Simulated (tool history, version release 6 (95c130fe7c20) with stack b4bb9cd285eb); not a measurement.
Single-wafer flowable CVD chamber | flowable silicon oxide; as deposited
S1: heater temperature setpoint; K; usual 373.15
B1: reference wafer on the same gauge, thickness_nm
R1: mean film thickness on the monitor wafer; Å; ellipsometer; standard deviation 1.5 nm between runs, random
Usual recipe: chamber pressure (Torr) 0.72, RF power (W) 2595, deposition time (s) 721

{"run": 1, "day": 0.0, "S1": 373.15, "chamber pressure (Torr)": 0.72, "RF power (W)": 2595, "deposition time (s)": 721, "B1": 407.173, "R1": 4092.66}
{"run": 2, "day": 1.833, "S1": 373.15, "chamber pressure (Torr)": 0.72, "RF power (W)": 2595, "deposition time (s)": 721, "B1": 407.579, "R1": 4123.96}
{"run": 3, "day": 3.883, "S1": 373.15, "chamber pressure (Torr)": 0.72, "RF power (W)": 2595, "deposition time (s)": 721, "B1": 407.605, "R1": 4104.94}
{"run": 4, "day": 6.188, "S1": 373.15, "chamber pressure (Torr)": 0.72, "RF power (W)": 2595, "deposition time (s)": 721, "B1": 409.185, "R1": 4128.62}
{"day": 7.196, "done": "gauge calibrated"}
{"run": 5, "day": 7.775, "S1": 365.15, "chamber pressure (Torr)": 0.72, "RF power (W)": 2595, "deposition time (s)": 824, "B1": 395.695, "R1": 6143.72}
{"run": 6, "day": 15.808, "S1": 365.15, "chamber pressure (Torr)": 0.72, "RF power (W)": 2595, "deposition time (s)": 824, "B1": 398.59, "R1": 6166.39}
{"run": 7, "day": 17.562, "S1": 373.15, "chamber pressure (Torr)": 0.72, "RF power (W)": 2595, "deposition time (s)": 721, "B1": 398.548, "R1": 4022.59}
{"run": 8, "day": 19.262, "S1": 373.15, "chamber pressure (Torr)": 0.72, "RF power (W)": 2595, "deposition time (s)": 721, "B1": 399.245, "R1": 4026.06}
{"day": 20.912, "done": "showerhead replaced"}
{"run": 9, "day": 20.933, "S1": 373.15, "chamber pressure (Torr)": 0.72, "RF power (W)": 2330, "deposition time (s)": 721, "B1": 399.585, "R1": 3908.75}
{"day": 21.867, "done": "thermocouple changed; heater temperature recalibrated"}
{"run": 10, "day": 22.779, "S1": 373.15, "chamber pressure (Torr)": 0.72, "RF power (W)": 2330, "deposition time (s)": 721, "B1": 399.705, "R1": 3905.96}
{"run": 11, "day": 24.7, "S1": 373.15, "chamber pressure (Torr)": 0.72, "RF power (W)": 2330, "deposition time (s)": 721, "B1": 400.994, "R1": 3948.5}
{"run": 12, "day": 27.538, "S1": 373.15, "chamber pressure (Torr)": 0.72, "RF power (W)": 2595, "deposition time (s)": 721, "B1": 401.316, "R1": 4023.36}
{"day": 29.138, "done": "RF generator calibrated"}
{"run": 13, "day": 30.254, "S1": 373.15, "chamber pressure (Torr)": 0.72, "RF power (W)": 2595, "deposition time (s)": 721, "B1": 402.374, "R1": 4029.81}
{"run": 14, "day": 31.488, "S1": 373.15, "chamber pressure (Torr)": 0.72, "RF power (W)": 2595, "deposition time (s)": 721, "B1": 402.132, "R1": 4032.28}
{"run": 15, "day": 34.417, "S1": 369.15, "chamber pressure (Torr)": 0.72, "RF power (W)": 2840, "deposition time (s)": 721, "B1": 403.692, "R1": 4796.75}
{"run": 16, "day": 35.929, "S1": 373.15, "chamber pressure (Torr)": 0.553, "RF power (W)": 3030, "deposition time (s)": 612, "B1": 404.057, "R1": 2702.34}
{"run": 17, "day": 38.358, "S1": 373.15, "chamber pressure (Torr)": 0.72, "RF power (W)": 2595, "deposition time (s)": 799, "B1": 404.794, "R1": 4494.89}
{"run": 18, "day": 39.983, "S1": 373.15, "chamber pressure (Torr)": 0.72, "RF power (W)": 2595, "deposition time (s)": 721, "B1": 404.695, "R1": 4078.98}
{"day": 42.883, "done": "capacitance manometer re-zeroed and calibrated"}
{"run": 19, "day": 42.904, "S1": 361.15, "chamber pressure (Torr)": 0.853, "RF power (W)": 2450, "deposition time (s)": 632, "B1": 405.177, "R1": 6478.94}
{"run": 20, "day": 44.162, "S1": 363.15, "chamber pressure (Torr)": 0.72, "RF power (W)": 3010, "deposition time (s)": 602, "B1": 407.075, "R1": 5055.95}
{"run": 21, "day": 46.867, "S1": 373.15, "chamber pressure (Torr)": 0.72, "RF power (W)": 2595, "deposition time (s)": 721, "B1": 406.627, "R1": 4068.76}
{"day": 48.612, "done": "gauge calibrated"}
{"run": 22, "day": 48.612, "S1": 373.15, "chamber pressure (Torr)": 0.595, "RF power (W)": 2595, "deposition time (s)": 721, "B1": 396.027, "R1": 3279.62}
{"run": 23, "day": 50.279, "S1": 373.15, "chamber pressure (Torr)": 0.72, "RF power (W)": 2595, "deposition time (s)": 721, "B1": 396.132, "R1": 3965.6}
{"run": 24, "day": 52.362, "S1": 373.15, "chamber pressure (Torr)": 0.72, "RF power (W)": 2355, "deposition time (s)": 721, "B1": 396.498, "R1": 3849.46}
{"run": 25, "day": 53.683, "S1": 363.15, "chamber pressure (Torr)": 0.612, "RF power (W)": 2595, "deposition time (s)": 797, "B1": 396.335, "R1": 5453.6}
{"run": 26, "day": 55.575, "S1": 373.15, "chamber pressure (Torr)": 0.72, "RF power (W)": 2595, "deposition time (s)": 721, "B1": 397.327, "R1": 3999.48}
{"run": 27, "day": 58.421, "S1": 373.15, "chamber pressure (Torr)": 0.795, "RF power (W)": 2595, "deposition time (s)": 721, "B1": 397.716, "R1": 4452.53}
{"run": 28, "day": 61.179, "S1": 362.15, "chamber pressure (Torr)": 0.813, "RF power (W)": 2200, "deposition time (s)": 834, "B1": 399.338, "R1": 7496.79}
{"run": 29, "day": 62.579, "S1": 364.15, "chamber pressure (Torr)": 0.571, "RF power (W)": 2595, "deposition time (s)": 659, "B1": 399.875, "R1": 4090.12}

Predict each of these 3 candidate next runs independently; none follows another, all start after run 29:
{"run": "A", "day": 62.604, "S1": 373.15, "chamber pressure (Torr)": 0.664, "RF power (W)": 2595, "deposition time (s)": 721, "B1": "?", "R1": "?"}
{"run": "B", "day": 62.604, "S1": 360.15, "chamber pressure (Torr)": 0.72, "RF power (W)": 2860, "deposition time (s)": 825, "B1": "?", "R1": "?"}
{"run": "C", "day": 62.604, "S1": 379.15, "chamber pressure (Torr)": 0.72, "RF power (W)": 2135, "deposition time (s)": 861, "B1": "?", "R1": "?"}

run=A B1=399.875 R1=3692.76
run=B B1=399.875 R1=7471.45
run=C B1=399.875 R1=3563.96
The same runs, with their run-to-run variation unchanged, on a tool lacking any hidden condition would have given:
run=A R1=3652.37
run=B R1=7389.72
run=C R1=3524.97
